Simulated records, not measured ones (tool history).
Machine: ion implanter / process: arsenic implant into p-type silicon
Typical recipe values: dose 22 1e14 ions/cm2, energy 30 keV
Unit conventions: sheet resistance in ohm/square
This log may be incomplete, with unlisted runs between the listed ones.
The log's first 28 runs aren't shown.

run   hour   dose  energy  wafers since the last listed run  hours since the last dose calibration  hours since the extraction supply was calibrated  hours since the gauge calibration  read-back reference wafer on the same gauge, sheet resistance  sheet resistance
 29  705.6  17.97      24                               341                                    127                                              47.2                              435.8                                                          82.17            106.04
 30    739  24.59      21                               648                                  160.4                                              80.6                              469.2                                                          82.23            106.36
 31  763.9  16.56      37                               483                                  185.3                                             105.5                              494.1                                                           82.2             91.47
 32  780.7     22      30                               326                                  202.1                                             122.3                              510.9                                                          82.21             93.19
 33  806.1  25.47      30                               493                                  227.5                                             147.7                              536.3                                                          82.21             90.75
 34  835.4  17.47      30                               569                                  256.8                                               177                              565.6                                                           82.2             98.12
 35  866.9   17.8      30                               612                                  288.3                                             208.5                              597.1                                                          82.21             97.13
 36  883.4  19.54    27.5                               320                                  304.8                                               225                              613.6                                                          82.18              98.8
       902  -- gauge calibrated
 37  911.9  18.02      33                               553                                  333.3                                             253.5                                9.9                                                          82.26             93.54

Here are 4 independent what-if runs from the current tool condition. What would each one return?
  A  912.3     22      30                                 7                                  333.7                                             253.9                               10.3                                                              ?                 ?
  B  912.3  16.14      33                                 7                                  333.7                                             253.9                               10.3                                                              ?                 ?
  C  912.3  26.96      35                                 7                                  333.7                                             253.9                               10.3                                                              ?                 ?
  D  912.3     22    20.5                                 7                                  333.7                                             253.9                               10.3                                                              ?                 ?

run  read-back reference wafer on the same gauge, sheet resistance  sheet resistance
  A                                                          82.21             93.03
  B                                                          82.21             96.27
  C                                                          82.21             83.99
  D                                                          82.21            108.77
With no hidden state in the tool, these same runs would have given:
run  sheet resistance
  A             93.11
  B             96.34
  C             84.07
  D            108.84
